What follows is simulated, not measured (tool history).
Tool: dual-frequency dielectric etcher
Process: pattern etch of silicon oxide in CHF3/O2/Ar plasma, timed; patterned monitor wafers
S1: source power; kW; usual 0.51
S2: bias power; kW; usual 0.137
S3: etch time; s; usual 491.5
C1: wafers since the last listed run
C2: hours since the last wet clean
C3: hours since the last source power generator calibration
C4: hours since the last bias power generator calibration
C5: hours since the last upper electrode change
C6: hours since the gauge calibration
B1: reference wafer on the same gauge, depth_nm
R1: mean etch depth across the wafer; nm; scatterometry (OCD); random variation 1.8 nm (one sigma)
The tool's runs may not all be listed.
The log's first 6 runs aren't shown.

| run | hour | S1 | S2 | S3 | C1 | C2 | C3 | C4 | C5 | C6 | B1 | R1 |
|---|---|---|---|---|---|---|---|---|---|---|---|---|
|  | 454.9 | wet clean of the chamber |
| 7 | 455.4 | 0.51 | 0.137 | 491.5 | 116 | 0.5 | 1711 | 2423.5 | 4221.6 | 634.8 | 647.2 | 774.6 |
| 8 | 499.7 | 0.51 | 0.137 | 491.5 | 118 | 44.8 | 1755.3 | 2467.8 | 4265.9 | 679.1 | 646.9 | 775.3 |
| 9 | 689.7 | 0.51 | 0.137 | 491.5 | 509 | 234.8 | 1945.3 | 2657.8 | 4455.9 | 869.1 | 646.9 | 776.2 |
| 10 | 731.6 | 0.51 | 0.137 | 491.5 | 112 | 276.7 | 1987.2 | 2699.7 | 4497.8 | 911 | 647.3 | 775 |
|  | 769.5 | upper electrode replaced |
| 11 | 772.2 | 0.51 | 0.137 | 491.5 | 44 | 317.3 | 2027.8 | 2740.3 | 2.7 | 951.6 | 646.8 | 779 |
| 12 | 817.1 | 0.51 | 0.153 | 491.5 | 120 | 362.2 | 2072.7 | 2785.2 | 47.6 | 996.5 | 647.1 | 790 |
|  | 866.7 | source power generator calibrated |
| 13 | 877 | 0.51 | 0.153 | 491.5 | 149 | 422.1 | 10.3 | 2845.1 | 107.5 | 1056.4 | 646.8 | 793.4 |
|  | 934.7 | wet clean of the chamber |
| 14 | 935.2 | 0.51 | 0.153 | 491.5 | 91 | 0.5 | 68.5 | 2903.3 | 165.7 | 1114.6 | 647.3 | 796.4 |
| 15 | 948.1 | 0.44 | 0.121 | 391 | 34 | 13.4 | 81.4 | 2916.2 | 178.6 | 1127.5 | 647.2 | 574.6 |
| 16 | 995.8 | 0.51 | 0.137 | 491.5 | 127 | 61.1 | 129.1 | 2963.9 | 226.3 | 1175.2 | 647 | 780.3 |
| 17 | 1025.7 | 0.51 | 0.137 | 606 | 80 | 91 | 159 | 2993.8 | 256.2 | 1205.1 | 646.9 | 958.7 |
| 18 | 1067.5 | 0.6 | 0.17 | 619.5 | 112 | 132.8 | 200.8 | 3035.6 | 298 | 1246.9 | 646.8 | 1083.3 |
| 19 | 1119.1 | 0.51 | 0.137 | 491.5 | 138 | 184.4 | 252.4 | 3087.2 | 349.6 | 1298.5 | 647 | 780.1 |
| 20 | 1178.7 | 0.58 | 0.121 | 491.5 | 159 | 244 | 312 | 3146.8 | 409.2 | 1358.1 | 647.1 | 796.1 |
| 21 | 1232.8 | 0.57 | 0.137 | 378 | 145 | 298.1 | 366.1 | 3200.9 | 463.3 | 1412.2 | 646.7 | 622.2 |
|  | 1254.6 | bias power generator calibrated |
| 22 | 1269.7 | 0.43 | 0.164 | 567.5 | 88 | 335 | 403 | 15.1 | 500.2 | 1449.1 | 647.2 | 878.5 |
| 23 | 1295.3 | 0.51 | 0.137 | 423.5 | 68 | 360.6 | 428.6 | 40.7 | 525.8 | 1474.7 | 647.3 | 668.7 |
|  | 1322.7 | gauge calibrated |
| 24 | 1332.2 | 0.51 | 0.137 | 491.5 | 98 | 397.5 | 465.5 | 77.6 | 562.7 | 9.5 | 647.4 | 772.9 |

The next listed run, before its measurement:
|  | 1356.3 | wet clean of the chamber |
| 25 | 1383.1 | 0.51 | 0.137 | 491.5 | 72 | 26.8 | 516.4 | 128.5 | 613.6 | 60.4 | ? | ? |

Run 25 gave B1 646.7, R1 781.5 nm.
Without the tool's hidden state the same run would have given R1 781.5 nm.

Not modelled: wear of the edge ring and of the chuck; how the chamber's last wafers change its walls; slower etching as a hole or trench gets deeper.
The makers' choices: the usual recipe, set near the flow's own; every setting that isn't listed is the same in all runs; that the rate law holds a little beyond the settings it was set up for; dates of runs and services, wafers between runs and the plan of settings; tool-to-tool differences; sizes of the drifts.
